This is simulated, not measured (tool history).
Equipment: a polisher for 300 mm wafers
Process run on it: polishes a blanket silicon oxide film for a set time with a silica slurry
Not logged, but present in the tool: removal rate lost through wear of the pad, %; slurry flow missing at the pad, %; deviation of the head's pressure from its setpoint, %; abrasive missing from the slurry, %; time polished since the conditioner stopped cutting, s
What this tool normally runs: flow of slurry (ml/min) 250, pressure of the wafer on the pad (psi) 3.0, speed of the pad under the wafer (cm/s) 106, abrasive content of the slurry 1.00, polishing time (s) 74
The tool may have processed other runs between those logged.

run   hour  flow of slurry (ml/min)  pressure of the wafer on the pad (psi)  speed of the pad under the wafer (cm/s)  abrasive content of the slurry  polishing time (s)  wafers since the last listed run  wafers polished on this pad  hours since the slurry nozzle was cleaned  hours since the head pressure was calibrated  hours since the slurry blender was calibrated  hours since the conditioning disc was replaced  incoming thickness of the incoming film, nm  film removed (Å)
  1    0.0                      250                                     3.0                                      106                            1.10                  74                                 0                          429                                      706.6                                         992.0                                          349.0                                           303.6                                        839.5              1390
  2   16.5                      250                                     3.0                                      106                            1.10                  74                               156                          585                                      723.1                                        1008.5                                          365.5                                           320.1                                        834.9              1390
  3   24.5                      250                                     3.0                                      106                            1.10                  74                                75                          661                                      731.1                                        1016.5                                          373.5                                           328.1                                        833.0              1370
  4   41.9                      250                                     3.0                                      106                            1.00                  74                               165                          826                                      748.5                                        1033.9                                          390.9                                           345.5                                        851.7              1312
  5   52.3                      250                                     3.0                                      106                            1.00                  74                                98                          925                                      758.9                                        1044.3                                          401.3                                           355.9                                        847.7              1281
      59.2  -- slurry nozzle cleaned
  6   64.2                      250                                     3.0                                       92                            1.00                  74                               103                         1029                                        5.0                                        1056.2                                          413.2                                           367.8                                        861.8              1180
      69.1  -- worn pad replaced by a new one
      76.4  -- slurry blender recalibrated
  7   80.9                      300                                     3.0                                      106                            1.00                  74                               101                           93                                       21.7                                        1072.9                                            4.5                                           384.5                                        864.6              1448
      91.7  -- conditioning disc replaced and pad reconditioned
  8   94.3                      300                                     3.0                                      106                            1.00                  74                               108                          201                                       35.1                                        1086.3                                           17.9                                             2.6                                        860.1              1740
  9  100.9                      250                                     3.0                                       92                            1.00                  74                                62                          264                                       41.7                                        1092.9                                           24.5                                             9.2                                        851.5              1453
 10  108.6                      250                                     3.0                                      126                            0.85                  97                                73                          337                                       49.4                                        1100.6                                           32.2                                            16.9                                        853.2              2284
     119.5  -- head pressure recalibrated
 11  120.0                      200                                     3.0                                      122                            0.90                  96                                89                          426                                       60.8                                           0.5                                           43.6                                            28.3                                        857.3              2123
 12  136.5                      250                                     4.0                                      106                            1.10                  50                               156                          582                                       77.3                                          17.0                                           60.1                                            44.8                                        844.3              1323
 13  150.8                      195                                     3.0                                      106                            1.00                  74                               135                          718                                       91.6                                          31.3                                           74.4                                            59.1                                        859.8              1449
 14  167.9                      250                                     3.0                                      106                            1.00                  74                               162                          880                                      108.7                                          48.4                                           91.5                                            76.2                                        842.6              1455
 15  182.0                      250                                     3.0                                      106                            1.00                  74                               133                         1014                                      122.8                                          62.5                                          105.6                                            90.3                                        849.5              1438
     190.7  -- worn pad replaced by a new one
 16  191.2                      300                                     3.0                                      126                            0.80                  59                                49                            4                                      132.0                                          71.7                                          114.8                                            99.5                                        849.2              1318

5 options for the next run, each taken on its own from the tool as it stands now. Forecast them:
  A  191.7                      250                                     3.6                                      106                            1.00                  74                                 4                            9                                      132.5                                          72.2                                          115.3                                           100.0                                        853.3                 ?
  B  191.7                      215                                     3.0                                      118                            0.90                  74                                 4                            9                                      132.5                                          72.2                                          115.3                                           100.0                                        853.3                 ?
  C  191.7                      250                                     3.4                                       74                            1.00                  97                                 4                            9                                      132.5                                          72.2                                          115.3                                           100.0                                        853.3                 ?
  D  191.7                      275                                     3.0                                      106                            1.00                  74                                 4                            9                                      132.5                                          72.2                                          115.3                                           100.0                                        853.3                 ?
  E  191.7                      340                                     3.0                                       88                            1.00                  89                                 4                            9                                      132.5                                          72.2                                          115.3                                           100.0                                        853.3                 ?

run  film removed (Å)
  A              1824
  B              1636
  C              1784
  D              1612
  E              1726
Take away the tool's hidden state, keep each run's random variation, and the runs would have read:
run  film removed (Å)
  A              2128
  B              1900
  C              1997
  D              1850
  E              1945
